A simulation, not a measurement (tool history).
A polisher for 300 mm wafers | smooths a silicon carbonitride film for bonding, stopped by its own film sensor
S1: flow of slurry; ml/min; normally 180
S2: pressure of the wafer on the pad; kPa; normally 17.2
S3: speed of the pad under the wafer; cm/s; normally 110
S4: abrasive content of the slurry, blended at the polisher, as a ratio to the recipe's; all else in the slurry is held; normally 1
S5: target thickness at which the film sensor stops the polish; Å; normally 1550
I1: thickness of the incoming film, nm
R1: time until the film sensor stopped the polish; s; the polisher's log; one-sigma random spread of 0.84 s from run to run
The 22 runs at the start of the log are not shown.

| run | hour | S1 | S2 | S3 | S4 | S5 | I1 | R1 |
|---|---|---|---|---|---|---|---|---|
|  | 1515.1 | worn pad replaced by a new one |
|  | 1537.4 | slurry nozzle cleaned |
| 23 | 1549.5 | 180 | 15.2 | 110 | 0.9 | 1550 | 179.1 | 84.5 |
| 24 | 1631.1 | 180 | 17.2 | 110 | 0.8 | 1550 | 181.3 | 85 |
| 25 | 1697.1 | 180 | 17.2 | 110 | 1.2 | 1550 | 177.5 | 57.8 |
|  | 1724.6 | slurry blender recalibrated |
| 26 | 1768.3 | 180 | 17.2 | 110 | 1.1 | 1550 | 180.5 | 67.9 |
| 27 | 1816.4 | 180 | 17.2 | 132 | 1 | 1510 | 180.5 | 71.1 |
| 28 | 1908.5 | 180 | 17.2 | 84 | 0.75 | 1550 | 179.7 | 100.4 |
|  | 1948.5 | head pressure recalibrated |
|  | 1955 | worn pad replaced by a new one |
| 29 | 1995.3 | 180 | 17.2 | 110 | 1 | 1550 | 179 | 71.9 |
|  | 2001.2 | slurry nozzle cleaned |
| 30 | 2102 | 180 | 17.2 | 98 | 1 | 1620 | 182 | 62.8 |

Here are 3 independent what-if runs from the current tool condition. What would each one return?
| A | 2102.4 | 180 | 17.2 | 130 | 1 | 1550 | 181 | ? |
| B | 2102.4 | 180 | 13.1 | 110 | 1 | 1550 | 181 | ? |
| C | 2102.4 | 180 | 11 | 110 | 0.85 | 1500 | 181 | ? |

| run | R1 |
|---|---|
| A | 64.6 |
| B | 97 |
| C | 150.5 |
Without the tool's hidden state the same runs would have given:
| run | R1 |
|---|---|
| A | 70.2 |
| B | 105.5 |
| C | 163.6 |

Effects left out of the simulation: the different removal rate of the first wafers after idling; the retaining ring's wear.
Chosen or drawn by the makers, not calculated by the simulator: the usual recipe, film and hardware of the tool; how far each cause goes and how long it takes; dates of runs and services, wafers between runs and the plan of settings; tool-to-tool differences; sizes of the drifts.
